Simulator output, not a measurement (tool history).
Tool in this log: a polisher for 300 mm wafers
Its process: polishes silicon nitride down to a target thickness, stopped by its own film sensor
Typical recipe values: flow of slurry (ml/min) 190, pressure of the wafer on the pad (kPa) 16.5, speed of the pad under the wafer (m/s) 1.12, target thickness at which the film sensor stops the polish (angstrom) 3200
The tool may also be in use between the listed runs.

run	hour	flow of slurry (ml/min)	pressure of the wafer on the pad (kPa)	speed of the pad under the wafer (m/s)	target thickness at which the film sensor stops the polish (angstrom)	incoming thickness of the incoming film, nm	time until the film sensor stopped the polish (s)
1	0	190	16.5	1.12	3200	453.2	85.7
2	52.6	190	16.5	1.12	3200	445.1	82.5
3	131.3	165	15.2	1.12	3200	448.3	95.5
4	212.5	165	15.2	1.12	3200	444.4	95.9
5	291.2	165	15.2	1.12	3200	450.2	105.3
6	362.1	190	16.5	0.96	3200	446.2	104.3
# hour 370.8: slurry nozzle cleaned
7	429	190	16.5	0.96	3200	454.1	102.4
# hour 442.8: worn pad replaced by a new one
8	632.8	190	16.5	0.96	3200	448.4	103.4
9	684.1	190	16.5	1.12	3200	455.9	98.8
10	745.3	190	16.5	1.12	3200	452	100.5
# hour 845.5: slurry nozzle cleaned
11	846.8	190	16.5	1.12	3200	450.7	90.3
# hour 897.8: head pressure recalibrated
12	902.9	190	16.5	1.12	3200	450.8	82.7
# hour 973.6: worn pad replaced by a new one
13	1007.8	190	16.5	1.12	3200	442	80.4
14	1078.9	190	16.5	1.12	3200	442.6	82.1
15	1148.5	190	16.5	1.12	3200	449.2	87.7
16	1224.7	215	16.5	1.12	3200	448.3	89.4
# hour 1302: slurry nozzle cleaned
17	1320.8	225	20.7	1.12	2980	456.5	85.7
18	1366.6	220	16.5	0.9	3200	447.6	100.1
19	1406.1	210	16.5	1.12	3500	445.3	64.8
# hour 1426.7: worn pad replaced by a new one
20	1447	255	16.5	1.12	3200	450.3	88.7
21	1494.3	170	21.4	0.76	2980	443.6	112.4
22	1555.9	190	16.5	0.78	3200	451	120.4
23	1635.1	190	16.5	1.12	3200	455.3	99.1
24	1722.1	240	20	0.82	2780	444.9	130.8
# hour 1829.3: slurry nozzle cleaned
25	1829.8	190	16.5	1.12	3200	454.3	95.7
# hour 1850.8: worn pad replaced by a new one
26	1894.5	150	16.5	1.36	3400	453.1	71.4
# hour 1901.9: head pressure recalibrated
27	2103.3	190	18.6	1.44	3580	449.6	44.5
28	2192.3	190	16.5	1.12	3560	448.9	64
29	2242.2	190	16.5	1.38	3200	451	80.6
30	2337.7	190	16.5	1.12	3560	456.4	73.6
# hour 2360: slurry nozzle cleaned
# hour 2386.8: worn pad replaced by a new one
31	2406.5	150	13.1	1.32	3370	452.4	86.8
32	2443	240	16.5	1.12	3200	454.6	89.1

Below, some changes in time until the film sensor stopped the polish (s) between adjacent runs. For each, the amount present without the hidden state too (settings, incoming material, random variation) and the amount remaining for the hidden state with gauge scatter not shared by both compared results:
Hidden state present: removal rate lost through wear of the pad, %; slurry flow missing at the pad, %; deviation of the head's pressure from its setpoint, %.
Run 6 -> 7: slurry nozzle cleaned. time until the film sensor stopped the polish (s) -1.9: hidden state -7.4, all else +5.5.
Run 11 -> 12: head pressure recalibrated. time until the film sensor stopped the polish (s) -7.6: hidden state -8.7, all else +1.1.
Run 18 -> 19: flow of slurry (ml/min) 220 -> 210, speed of the pad under the wafer (m/s) 0.9 -> 1.12, target thickness at which the film sensor stops the polish (angstrom) 3200 -> 3500. time until the film sensor stopped the polish (s) -35.3: hidden state -2.1, all else -33.2.
Run 23 -> 24: flow of slurry (ml/min) 190 -> 240, pressure of the wafer on the pad (kPa) 16.5 -> 20, speed of the pad under the wafer (m/s) 1.12 -> 0.82, target thickness at which the film sensor stops the polish (angstrom) 3200 -> 2780. time until the film sensor stopped the polish (s) +31.7: hidden state +6.4, all else +25.3.
Run 24 -> 25: flow of slurry (ml/min) 240 -> 190, pressure of the wafer on the pad (kPa) 20 -> 16.5, speed of the pad under the wafer (m/s) 0.82 -> 1.12, target thickness at which the film sensor stops the polish (angstrom) 2780 -> 3200, slurry nozzle cleaned. time until the film sensor stopped the polish (s) -35.1: hidden state -8.3, all else -26.8.
